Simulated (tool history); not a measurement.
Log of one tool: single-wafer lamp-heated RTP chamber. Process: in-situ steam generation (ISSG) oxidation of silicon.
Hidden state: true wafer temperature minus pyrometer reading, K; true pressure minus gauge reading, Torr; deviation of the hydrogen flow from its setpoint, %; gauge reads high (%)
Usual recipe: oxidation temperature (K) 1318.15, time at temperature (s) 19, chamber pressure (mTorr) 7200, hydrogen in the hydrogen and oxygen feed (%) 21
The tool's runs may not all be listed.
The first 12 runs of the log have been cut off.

run,day,oxidation temperature (K),time at temperature (s),chamber pressure (mTorr),hydrogen in the hydrogen and oxygen feed (%),wafers since the last listed run,wafers since the last pyrometer calibration,hours since the pressure gauge was zeroed,hours since the hydrogen flow controller was replaced,hours since the gauge calibration,"read-back reference wafer on the same gauge, thickness",oxide thickness on the monitor wafer (nm)
# day 12.138: gauge calibrated
13,13.075,1318.15,19,7200,30,268,624,1502.1,290.4,22.5,7.765,7.364
14,14.725,1318.15,19,7700,11,302,926,1541.7,330.0,62.1,7.771,5.819
15,15.275,1318.15,19,7200,21,100,1027,1554.9,343.2,75.3,7.777,6.746
16,15.829,1318.15,19,7200,21,101,1129,1568.2,356.5,88.6,7.773,6.720
# day 16.379: pressure gauge zeroed
17,16.704,1318.15,22,7200,21,99,1228,7.8,377.5,109.6,7.770,7.298
18,18.188,1318.15,24,6900,21,271,1500,43.4,413.1,145.2,7.773,7.644
19,19.671,1318.15,25,7200,21,271,1772,79.0,448.7,180.8,7.779,7.794
20,22.858,1305.15,26,6900,30,584,2356,155.5,525.2,257.3,7.767,8.182
21,24.146,1318.15,19,7200,21,235,2592,186.4,556.1,288.2,7.777,6.764
22,25.592,1302.15,15,7900,21,264,2857,221.1,590.8,322.9,7.769,5.606
23,26.362,1318.15,19,7200,21,141,2998,239.6,609.3,341.4,7.772,6.825
24,27.442,1318.15,19,7200,21,197,3196,265.5,635.2,367.3,7.772,6.818
25,28.617,1318.15,12,7200,26,215,3411,293.7,663.4,395.5,7.768,5.717
26,30.021,1318.15,22,7200,21,257,3668,327.4,697.1,429.2,7.769,7.367
27,30.721,1318.15,19,7200,21,128,3797,344.2,713.9,446.0,7.765,6.837
28,31.283,1318.15,16,7200,12,103,3900,357.7,727.4,459.5,7.769,5.489
29,32.021,1318.15,25,7200,24,135,4035,375.4,745.1,477.2,7.763,8.134
30,32.775,1318.15,19,7200,21,138,4173,393.5,763.2,495.3,7.774,6.839
31,33.742,1311.15,16,6900,15,177,4350,416.7,786.4,518.5,7.774,5.569
32,34.246,1307.15,19,6900,21,92,4443,428.8,798.5,530.6,7.774,6.406

Here are 3 independent what-if runs from the current tool condition. What would each one return?
A,34.262,1318.15,23,7200,21,3,4446,429.2,798.9,531.0,?,?
B,34.262,1318.15,19,6900,21,3,4446,429.2,798.9,531.0,?,?
C,34.262,1326.15,22,6900,27,3,4446,429.2,798.9,531.0,?,?

run,"read-back reference wafer on the same gauge, thickness",oxide thickness on the monitor wafer (nm)
A,7.764,7.545
B,7.764,6.807
C,7.764,8.204
The same runs, with their run-to-run variation unchanged, on a tool lacking any hidden condition would have given:
run,oxide thickness on the monitor wafer (nm)
A,7.329
B,6.620
C,7.963
